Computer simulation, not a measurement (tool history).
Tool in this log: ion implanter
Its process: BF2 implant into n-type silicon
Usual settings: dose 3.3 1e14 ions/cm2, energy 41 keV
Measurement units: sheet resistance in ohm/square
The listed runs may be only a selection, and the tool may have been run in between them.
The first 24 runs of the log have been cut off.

run     day  dose  energy  read-back reference wafer on the same gauge, sheet resistance  sheet resistance
 25  13.788  3.01      47                                                         379.89            358.32
 26  14.088  4.25      35                                                         379.85            273.13
 27  14.562  3.84      44                                                         380.17            293.28
 28   14.85  2.72    29.5                                                         379.93             407.4
 29  15.554   3.3      51                                                         379.92            330.01
 30  16.288  2.33    28.5                                                         379.93             466.4
 31  16.979  2.49      52                                                         379.97            416.73
 32  17.712  3.79      36                                                         380.12            302.35

Run 33 comes next. What will it give?
 33  18.133   3.3      46                                                              ?                 ?

{"run 33": {"read-back reference wafer on the same gauge, sheet resistance": 379.95, "sheet resistance": 333.14}}
Minus the tool's unlogged condition, the same run would have read sheet resistance 331.7 ohm/square.
